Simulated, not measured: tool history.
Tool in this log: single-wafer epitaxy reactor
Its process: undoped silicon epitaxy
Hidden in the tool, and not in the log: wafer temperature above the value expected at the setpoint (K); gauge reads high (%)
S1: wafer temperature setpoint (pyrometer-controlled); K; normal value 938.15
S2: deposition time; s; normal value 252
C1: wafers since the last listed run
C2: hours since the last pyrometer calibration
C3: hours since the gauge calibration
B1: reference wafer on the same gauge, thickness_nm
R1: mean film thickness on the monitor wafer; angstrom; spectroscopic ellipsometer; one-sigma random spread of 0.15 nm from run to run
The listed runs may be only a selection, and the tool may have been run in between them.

run 1 day=0 | S1=938.15 S2=240 | C1=0 C2=925.1 C3=0.3 | B1=63.859 | R1=627.12
run 2 day=0.733 | S1=938.15 S2=252 | C1=158 C2=942.7 C3=17.9 | B1=63.903 | R1=657.49
run 3 day=1.475 | S1=938.15 S2=252 | C1=160 C2=960.5 C3=35.7 | B1=63.882 | R1=658.3
run 4 day=1.862 | S1=938.15 S2=252 | C1=83 C2=969.8 C3=45 | B1=63.901 | R1=657.69
run 5 day=2.575 | S1=930.15 S2=278 | C1=154 C2=986.9 C3=62.1 | B1=63.896 | R1=597.87
run 6 day=3.221 | S1=938.15 S2=252 | C1=139 C2=1002.4 C3=77.6 | B1=63.897 | R1=657.01
run 7 day=3.679 | S1=938.15 S2=252 | C1=99 C2=1013.4 C3=88.6 | B1=63.929 | R1=657.21
run 8 day=4.412 | S1=938.15 S2=252 | C1=158 C2=1031 C3=106.2 | B1=63.907 | R1=660.07
run 9 day=5.046 | S1=938.15 S2=252 | C1=137 C2=1046.2 C3=121.4 | B1=63.866 | R1=658.73
run 10 day=6.358 | S1=938.15 S2=252 | C1=284 C2=1077.7 C3=152.9 | B1=63.892 | R1=661.79
run 11 day=6.962 | S1=938.15 S2=252 | C1=130 C2=1092.2 C3=167.4 | B1=63.92 | R1=658.93
-- day=7.629 gauge calibrated
-- day=8.004 pyrometer calibrated
run 12 day=8.517 | S1=933.15 S2=297 | C1=264 C2=12.3 C3=21.3 | B1=63.885 | R1=647.82
run 13 day=9.196 | S1=933.15 S2=266 | C1=146 C2=28.6 C3=37.6 | B1=63.896 | R1=582.91
run 14 day=9.612 | S1=950.15 S2=215 | C1=90 C2=38.6 C3=47.6 | B1=63.868 | R1=703.51
run 15 day=10.058 | S1=946.15 S2=202 | C1=96 C2=49.3 C3=58.3 | B1=63.927 | R1=605.29
run 16 day=10.375 | S1=931.15 S2=297 | C1=68 C2=56.9 C3=65.9 | B1=63.912 | R1=623.32

Here are 3 independent what-if runs from the current tool condition. What would each one return?
run A day=10.396 | S1=938.15 S2=211 | C1=4 C2=57.4 C3=66.4 | B1=? | R1=?
run B day=10.396 | S1=923.15 S2=206 | C1=4 C2=57.4 C3=66.4 | B1=? | R1=?
run C day=10.396 | S1=924.15 S2=292 | C1=4 C2=57.4 C3=66.4 | B1=? | R1=?

run=A B1=63.908 R1=524.4
run=B B1=63.908 R1=354.77
run=C B1=63.908 R1=515.54
Without the tool's hidden state the same runs would have given:
run=A R1=515.25
run=B R1=348.35
run=C R1=506.24

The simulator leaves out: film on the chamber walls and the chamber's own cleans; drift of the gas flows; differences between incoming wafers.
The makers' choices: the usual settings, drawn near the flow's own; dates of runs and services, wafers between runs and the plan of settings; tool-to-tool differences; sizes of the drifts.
